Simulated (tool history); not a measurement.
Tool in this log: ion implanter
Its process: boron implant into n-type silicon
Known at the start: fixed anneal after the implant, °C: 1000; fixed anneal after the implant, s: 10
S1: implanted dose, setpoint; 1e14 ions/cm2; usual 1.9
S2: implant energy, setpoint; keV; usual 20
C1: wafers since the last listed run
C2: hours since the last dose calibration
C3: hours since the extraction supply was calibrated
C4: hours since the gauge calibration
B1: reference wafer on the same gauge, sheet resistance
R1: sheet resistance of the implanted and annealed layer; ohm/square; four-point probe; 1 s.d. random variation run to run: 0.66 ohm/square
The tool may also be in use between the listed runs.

run 1 hour=0 | S1=1.9 S2=20 | C1=0 C2=757.6 C3=3164.5 C4=395.6 | B1=382 | R1=447.01
run 2 hour=34.9 | S1=1.9 S2=20 | C1=636 C2=792.5 C3=3199.4 C4=430.5 | B1=381.99 | R1=448.77
run 3 hour=47.8 | S1=1.9 S2=20 | C1=235 C2=805.4 C3=3212.3 C4=443.4 | B1=381.94 | R1=447.6
run 4 hour=59.4 | S1=1.9 S2=18.5 | C1=211 C2=817 C3=3223.9 C4=455 | B1=382.03 | R1=453.68
run 5 hour=76.5 | S1=1.9 S2=18.5 | C1=311 C2=834.1 C3=3241 C4=472.1 | B1=381.96 | R1=452.83
run 6 hour=87.5 | S1=1.9 S2=18.5 | C1=200 C2=845.1 C3=3252 C4=483.1 | B1=381.99 | R1=453.36
run 7 hour=99.7 | S1=1.9 S2=20 | C1=222 C2=857.3 C3=3264.2 C4=495.3 | B1=381.88 | R1=448.87
run 8 hour=108.1 | S1=1.9 S2=20 | C1=153 C2=865.7 C3=3272.6 C4=503.7 | B1=381.97 | R1=448.44
run 9 hour=125.7 | S1=1.9 S2=20 | C1=320 C2=883.3 C3=3290.2 C4=521.3 | B1=382.02 | R1=449.67
run 10 hour=140.3 | S1=1.9 S2=17 | C1=266 C2=897.9 C3=3304.8 C4=535.9 | B1=382.07 | R1=458.2
run 11 hour=149.2 | S1=1.9 S2=20 | C1=162 C2=906.8 C3=3313.7 C4=544.8 | B1=381.87 | R1=448.39
run 12 hour=162.7 | S1=1.9 S2=20 | C1=246 C2=920.3 C3=3327.2 C4=558.3 | B1=382.04 | R1=449.61
run 13 hour=175.3 | S1=2.01 S2=16.5 | C1=229 C2=932.9 C3=3339.8 C4=570.9 | B1=382.1 | R1=439.79
-- hour=196.6 extraction supply calibrated
run 14 hour=197.1 | S1=1.74 S2=20 | C1=251 C2=954.7 C3=0.5 C4=592.7 | B1=381.98 | R1=481.14
run 15 hour=201.4 | S1=2.27 S2=23.5 | C1=78 C2=959 C3=4.8 C4=597 | B1=381.9 | R1=383.62
run 16 hour=207.6 | S1=1.9 S2=20 | C1=113 C2=965.2 C3=11 C4=603.2 | B1=381.94 | R1=449.52
run 17 hour=222.7 | S1=1.9 S2=20 | C1=275 C2=980.3 C3=26.1 C4=618.3 | B1=381.9 | R1=449.5
run 18 hour=240 | S1=2.37 S2=15.5 | C1=315 C2=997.6 C3=43.4 C4=635.6 | B1=382.01 | R1=389.8
-- hour=255 gauge calibrated
run 19 hour=255.3 | S1=1.9 S2=26 | C1=278 C2=1012.9 C3=58.7 C4=0.3 | B1=382.01 | R1=434.65
run 20 hour=266.7 | S1=2.24 S2=25.5 | C1=207 C2=1024.3 C3=70.1 C4=11.7 | B1=382.1 | R1=383.68
run 21 hour=276.7 | S1=2.2 S2=20 | C1=182 C2=1034.3 C3=80.1 C4=21.7 | B1=381.99 | R1=401.23
-- hour=300.7 Faraday cup replaced and dose calibrated
run 22 hour=301.2 | S1=1.9 S2=18.5 | C1=300 C2=0.5 C3=104.6 C4=46.2 | B1=382.01 | R1=446.96
run 23 hour=301.7 | S1=1.53 S2=26 | C1=9 C2=1 C3=105.1 C4=46.7 | B1=382.04 | R1=502.9
run 24 hour=315.3 | S1=2.37 S2=20 | C1=247 C2=14.6 C3=118.7 C4=60.3 | B1=382.08 | R1=372.42
run 25 hour=355.8 | S1=1.39 S2=17.5 | C1=738 C2=55.1 C3=159.2 C4=100.8 | B1=381.96 | R1=577.02
run 26 hour=372.9 | S1=2.31 S2=23.5 | C1=311 C2=72.2 C3=176.3 C4=117.9 | B1=381.95 | R1=373.54
run 27 hour=383.2 | S1=1.33 S2=25.5 | C1=187 C2=82.5 C3=186.6 C4=128.2 | B1=382 | R1=562.38
run 28 hour=398.6 | S1=1.9 S2=25.5 | C1=280 C2=97.9 C3=202 C4=143.6 | B1=381.92 | R1=427.97
run 29 hour=415.3 | S1=1.77 S2=20 | C1=304 C2=114.6 C3=218.7 C4=160.3 | B1=381.98 | R1=468.62
run 30 hour=424 | S1=1.72 S2=15.5 | C1=158 C2=123.3 C3=227.4 C4=169 | B1=381.93 | R1=496.29
run 31 hour=432.3 | S1=1.72 S2=20 | C1=151 C2=131.6 C3=235.7 C4=177.3 | B1=381.96 | R1=478.98
run 32 hour=440 | S1=1.4 S2=17 | C1=140 C2=139.3 C3=243.4 C4=185 | B1=382.08 | R1=577.23
run 33 hour=451.2 | S1=2.46 S2=15 | C1=204 C2=150.5 C3=254.6 C4=196.2 | B1=381.85 | R1=373.94
run 34 hour=488.9 | S1=2.31 S2=20 | C1=687 C2=188.2 C3=292.3 C4=233.9 | B1=381.99 | R1=381.05
run 35 hour=502 | S1=1.9 S2=20 | C1=238 C2=201.3 C3=305.4 C4=247 | B1=382.06 | R1=443.25
run 36 hour=514.4 | S1=2.3 S2=15 | C1=226 C2=213.7 C3=317.8 C4=259.4 | B1=382 | R1=395.11
run 37 hour=523.9 | S1=1.9 S2=20 | C1=173 C2=223.2 C3=327.3 C4=268.9 | B1=381.95 | R1=443.74

Each row is a separate what-if for the run after 37, all from the same tool condition, not one after another. Results?
run A hour=524.3 | S1=1.9 S2=26.5 | C1=7 C2=223.6 C3=327.7 C4=269.3 | B1=? | R1=?
run B hour=524.3 | S1=2.25 S2=23.5 | C1=7 C2=223.6 C3=327.7 C4=269.3 | B1=? | R1=?
run C hour=524.3 | S1=2.09 S2=17.5 | C1=7 C2=223.6 C3=327.7 C4=269.3 | B1=? | R1=?
run D hour=524.3 | S1=1.9 S2=14.5 | C1=7 C2=223.6 C3=327.7 C4=269.3 | B1=? | R1=?

run=A B1=381.85 R1=427.33
run=B B1=381.85 R1=381
run=C B1=381.85 R1=418.36
run=D B1=381.85 R1=462.6
Without the tool's hidden state the same runs would have given:
run=A R1=426.23
run=B R1=380
run=C R1=417.24
run=D R1=461.35

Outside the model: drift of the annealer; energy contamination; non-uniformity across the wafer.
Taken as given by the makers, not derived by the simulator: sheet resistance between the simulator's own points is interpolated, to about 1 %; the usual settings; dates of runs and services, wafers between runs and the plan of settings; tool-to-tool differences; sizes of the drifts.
